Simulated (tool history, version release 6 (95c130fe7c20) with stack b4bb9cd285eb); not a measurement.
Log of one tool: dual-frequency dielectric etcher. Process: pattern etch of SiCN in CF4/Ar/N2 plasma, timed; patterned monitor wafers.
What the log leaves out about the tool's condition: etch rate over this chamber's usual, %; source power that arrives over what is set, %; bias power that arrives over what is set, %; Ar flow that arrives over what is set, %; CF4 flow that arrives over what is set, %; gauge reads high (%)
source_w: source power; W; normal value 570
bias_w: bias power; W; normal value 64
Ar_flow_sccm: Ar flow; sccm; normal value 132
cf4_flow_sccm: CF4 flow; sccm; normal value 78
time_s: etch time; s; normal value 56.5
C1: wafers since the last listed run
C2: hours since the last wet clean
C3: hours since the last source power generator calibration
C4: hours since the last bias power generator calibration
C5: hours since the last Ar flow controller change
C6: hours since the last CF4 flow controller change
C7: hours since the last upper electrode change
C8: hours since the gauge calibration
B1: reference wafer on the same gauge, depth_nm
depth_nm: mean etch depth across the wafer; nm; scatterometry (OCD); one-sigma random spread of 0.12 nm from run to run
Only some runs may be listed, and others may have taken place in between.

run 1 hour=0.0 | source_w=570 bias_w=64 Ar_flow_sccm=132 cf4_flow_sccm=86 time_s=56.5 | C1=0 C2=431.7 C3=2119.2 C4=5117.4 C5=4543.4 C6=36.5 C7=2982.0 C8=103.4 | B1=49.1 | depth_nm=55.3
run 2 hour=31.1 | source_w=520 bias_w=64 Ar_flow_sccm=114 cf4_flow_sccm=78 time_s=56.5 | C1=294 C2=462.8 C3=2150.3 C4=5148.5 C5=4574.5 C6=67.6 C7=3013.1 C8=134.5 | B1=49.1 | depth_nm=50.3
run 3 hour=62.5 | source_w=520 bias_w=64 Ar_flow_sccm=114 cf4_flow_sccm=78 time_s=56.5 | C1=297 C2=494.2 C3=2181.7 C4=5179.9 C5=4605.9 C6=99.0 C7=3044.5 C8=165.9 | B1=49.1 | depth_nm=50.4
-- hour=88.8 wet clean of the chamber
-- hour=97.4 bias power generator calibrated
run 4 hour=97.9 | source_w=520 bias_w=64 Ar_flow_sccm=114 cf4_flow_sccm=78 time_s=56.5 | C1=70 C2=9.1 C3=2217.1 C4=0.5 C5=4641.3 C6=134.4 C7=3079.9 C8=201.3 | B1=49.1 | depth_nm=50.3
run 5 hour=122.4 | source_w=570 bias_w=64 Ar_flow_sccm=132 cf4_flow_sccm=78 time_s=56.5 | C1=232 C2=33.6 C3=2241.6 C4=25.0 C5=4665.8 C6=158.9 C7=3104.4 C8=225.8 | B1=49.1 | depth_nm=54.7
run 6 hour=148.0 | source_w=640 bias_w=64 Ar_flow_sccm=132 cf4_flow_sccm=78 time_s=64.5 | C1=242 C2=59.2 C3=2267.2 C4=50.6 C5=4691.4 C6=184.5 C7=3130.0 C8=251.4 | B1=49.1 | depth_nm=70.2
run 7 hour=172.5 | source_w=570 bias_w=64 Ar_flow_sccm=132 cf4_flow_sccm=85 time_s=56.5 | C1=232 C2=83.7 C3=2291.7 C4=75.1 C5=4715.9 C6=209.0 C7=3154.5 C8=275.9 | B1=49.1 | depth_nm=55.8
-- hour=190.0 Ar flow controller replaced
run 8 hour=190.5 | source_w=570 bias_w=64 Ar_flow_sccm=132 cf4_flow_sccm=78 time_s=56.5 | C1=113 C2=101.7 C3=2309.7 C4=93.1 C5=0.5 C6=227.0 C7=3172.5 C8=293.9 | B1=49.1 | depth_nm=54.6
-- hour=214.7 upper electrode replaced
run 9 hour=215.4 | source_w=570 bias_w=54 Ar_flow_sccm=132 cf4_flow_sccm=78 time_s=56.5 | C1=8 C2=126.6 C3=2334.6 C4=118.0 C5=25.4 C6=251.9 C7=0.7 C8=318.8 | B1=49.1 | depth_nm=51.8
-- hour=224.8 source power generator calibrated
run 10 hour=228.1 | source_w=570 bias_w=64 Ar_flow_sccm=132 cf4_flow_sccm=78 time_s=56.5 | C1=82 C2=139.3 C3=3.3 C4=130.7 C5=38.1 C6=264.6 C7=13.4 C8=331.5 | B1=49.1 | depth_nm=56.5
run 11 hour=254.2 | source_w=570 bias_w=74 Ar_flow_sccm=123 cf4_flow_sccm=83 time_s=63.5 | C1=247 C2=165.4 C3=29.4 C4=156.8 C5=64.2 C6=290.7 C7=39.5 C8=357.6 | B1=49.1 | depth_nm=67.6
run 12 hour=267.9 | source_w=440 bias_w=77 Ar_flow_sccm=132 cf4_flow_sccm=78 time_s=56.5 | C1=129 C2=179.1 C3=43.1 C4=170.5 C5=77.9 C6=304.4 C7=53.2 C8=371.3 | B1=49.1 | depth_nm=45.1
-- hour=285.1 gauge calibrated
run 13 hour=302.1 | source_w=570 bias_w=64 Ar_flow_sccm=132 cf4_flow_sccm=78 time_s=56.5 | C1=324 C2=213.3 C3=77.3 C4=204.7 C5=112.1 C6=338.6 C7=87.4 C8=17.0 | B1=49.1 | depth_nm=56.3
run 14 hour=324.3 | source_w=640 bias_w=64 Ar_flow_sccm=132 cf4_flow_sccm=78 time_s=56.5 | C1=210 C2=235.5 C3=99.5 C4=226.9 C5=134.3 C6=360.8 C7=109.6 C8=39.2 | B1=49.1 | depth_nm=63.9
run 15 hour=345.8 | source_w=520 bias_w=64 Ar_flow_sccm=114 cf4_flow_sccm=78 time_s=56.5 | C1=203 C2=257.0 C3=121.0 C4=248.4 C5=155.8 C6=382.3 C7=131.1 C8=60.7 | B1=49.1 | depth_nm=52.2
run 16 hour=365.8 | source_w=570 bias_w=64 Ar_flow_sccm=132 cf4_flow_sccm=78 time_s=56.5 | C1=189 C2=277.0 C3=141.0 C4=268.4 C5=175.8 C6=402.3 C7=151.1 C8=80.7 | B1=49.1 | depth_nm=56.3
-- hour=395.6 source power generator calibrated, repeated, since the last time left the tool worse
run 17 hour=404.4 | source_w=570 bias_w=64 Ar_flow_sccm=113 cf4_flow_sccm=78 time_s=56.5 | C1=327 C2=315.6 C3=8.8 C4=307.0 C5=214.4 C6=440.9 C7=189.7 C8=119.3 | B1=49.1 | depth_nm=54.1
run 18 hour=422.4 | source_w=570 bias_w=64 Ar_flow_sccm=132 cf4_flow_sccm=86 time_s=56.5 | C1=170 C2=333.6 C3=26.8 C4=325.0 C5=232.4 C6=458.9 C7=207.7 C8=137.3 | B1=49.1 | depth_nm=53.9
run 19 hour=436.3 | source_w=570 bias_w=52 Ar_flow_sccm=132 cf4_flow_sccm=96 time_s=56.5 | C1=131 C2=347.5 C3=40.7 C4=338.9 C5=246.3 C6=472.8 C7=221.6 C8=151.2 | B1=49.1 | depth_nm=51.8
run 20 hour=457.7 | source_w=680 bias_w=64 Ar_flow_sccm=132 cf4_flow_sccm=78 time_s=56.5 | C1=202 C2=368.9 C3=62.1 C4=360.3 C5=267.7 C6=494.2 C7=243.0 C8=172.6 | B1=49.1 | depth_nm=63.4

Subtracting, for every run, the result it would have given without the tool's unlogged condition from the measured result gives the following. The same run-to-run variation enters both numbers; the gauge's scatter may not:
run=1 depth_nm=+1.6
run=2 depth_nm=+1.4
run=3 depth_nm=+1.5
run=4 depth_nm=+1.5
run=5 depth_nm=+1.7
run=6 depth_nm=+2.3
run=7 depth_nm=+1.8
run=8 depth_nm=+1.8
run=9 depth_nm=+1.7
run=10 depth_nm=+3.6
run=11 depth_nm=+4.4
run=12 depth_nm=+2.9
run=13 depth_nm=+3.6
run=14 depth_nm=+4.1
run=15 depth_nm=+3.3
run=16 depth_nm=+3.6
run=17 depth_nm=+0.1
run=18 depth_nm=+0.1
run=19 depth_nm=+0.0
run=20 depth_nm=+0.0

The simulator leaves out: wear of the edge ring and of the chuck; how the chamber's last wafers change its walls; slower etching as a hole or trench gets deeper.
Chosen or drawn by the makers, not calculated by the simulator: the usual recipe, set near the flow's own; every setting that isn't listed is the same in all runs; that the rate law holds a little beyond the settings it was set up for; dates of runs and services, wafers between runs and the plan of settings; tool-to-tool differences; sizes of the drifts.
